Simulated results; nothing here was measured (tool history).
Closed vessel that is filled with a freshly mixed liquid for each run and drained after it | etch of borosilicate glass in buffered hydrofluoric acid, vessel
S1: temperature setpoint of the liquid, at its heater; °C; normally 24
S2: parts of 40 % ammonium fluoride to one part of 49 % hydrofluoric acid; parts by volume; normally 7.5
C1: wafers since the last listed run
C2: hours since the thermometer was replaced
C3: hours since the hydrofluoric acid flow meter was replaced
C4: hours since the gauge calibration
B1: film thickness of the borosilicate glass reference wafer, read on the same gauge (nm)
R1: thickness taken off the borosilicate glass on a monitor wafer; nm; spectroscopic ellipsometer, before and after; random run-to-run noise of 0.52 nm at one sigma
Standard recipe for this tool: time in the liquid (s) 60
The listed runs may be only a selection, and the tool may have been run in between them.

run 1 day=0 | S1=22 S2=7.5 time_in_the_liquid_(s)=60 | C1=0 C2=1422.2 C3=1937.4 C4=0.6 | B1=59.99 | R1=92.04
run 2 day=1.133 | S1=22 S2=7.5 time_in_the_liquid_(s)=60 | C1=2939 C2=1449.4 C3=1964.6 C4=27.8 | B1=59.99 | R1=92.03
run 3 day=2.588 | S1=24 S2=7.5 time_in_the_liquid_(s)=60 | C1=3771 C2=1484.3 C3=1999.5 C4=62.7 | B1=59.97 | R1=102.31
run 4 day=3.883 | S1=24 S2=7.5 time_in_the_liquid_(s)=85 | C1=3360 C2=1515.4 C3=2030.6 C4=93.8 | B1=59.99 | R1=146.06
run 5 day=4.875 | S1=24 S2=7.5 time_in_the_liquid_(s)=85 | C1=2572 C2=1539.2 C3=2054.4 C4=117.6 | B1=59.99 | R1=145.51
-- day=5.867 thermometer replaced
run 6 day=6.283 | S1=24 S2=7.5 time_in_the_liquid_(s)=60 | C1=3544 C2=10 C3=2088.2 C4=151.4 | B1=59.98 | R1=102.97
run 7 day=7.617 | S1=24 S2=7.5 time_in_the_liquid_(s)=60 | C1=3458 C2=42 C3=2120.2 C4=183.4 | B1=59.97 | R1=103.53
-- day=7.704 hydrofluoric acid flow meter replaced
run 8 day=8.775 | S1=20 S2=7.5 time_in_the_liquid_(s)=90 | C1=2896 C2=69.8 C3=25.7 C4=211.2 | B1=59.98 | R1=111.6
run 9 day=9.367 | S1=24 S2=7.5 time_in_the_liquid_(s)=60 | C1=1534 C2=84 C3=39.9 C4=225.4 | B1=60.04 | R1=92.23
run 10 day=9.967 | S1=24 S2=5.5 time_in_the_liquid_(s)=60 | C1=1556 C2=98.4 C3=54.3 C4=239.8 | B1=60.01 | R1=123.94
run 11 day=11.462 | S1=26.5 S2=8.5 time_in_the_liquid_(s)=75 | C1=3879 C2=134.3 C3=90.2 C4=275.7 | B1=60.02 | R1=114.29
-- day=11.592 gauge calibrated
run 12 day=12.242 | S1=24 S2=7.5 time_in_the_liquid_(s)=60 | C1=2020 C2=153 C3=108.9 C4=15.6 | B1=59.99 | R1=92.48
run 13 day=13.242 | S1=27.5 S2=5 time_in_the_liquid_(s)=75 | C1=2593 C2=177 C3=132.9 C4=39.6 | B1=60.01 | R1=204.88
run 14 day=14.554 | S1=20.5 S2=7.5 time_in_the_liquid_(s)=60 | C1=3404 C2=208.5 C3=164.4 C4=71.1 | B1=59.95 | R1=77.78
run 15 day=15.642 | S1=24 S2=7.5 time_in_the_liquid_(s)=30 | C1=2820 C2=234.6 C3=190.5 C4=97.2 | B1=59.95 | R1=46.11

Exercise: give the hidden state of the tool at every run:
liquid hotter than its thermometer reads (K): 0 on each run
gauge reads high (%): 0 on each run
H1: hydrofluoric acid flow above the setpoint (%)
run=1 H1=11.6
run=2 H1=11.7
run=3 H1=11.9
run=4 H1=12.1
run=5 H1=12.2
run=6 H1=12.4
run=7 H1=12.6
run=8 H1=0.649
run=9 H1=0.728
run=10 H1=0.807
run=11 H1=1
run=12 H1=1.11
run=13 H1=1.24
run=14 H1=1.41
run=15 H1=1.56
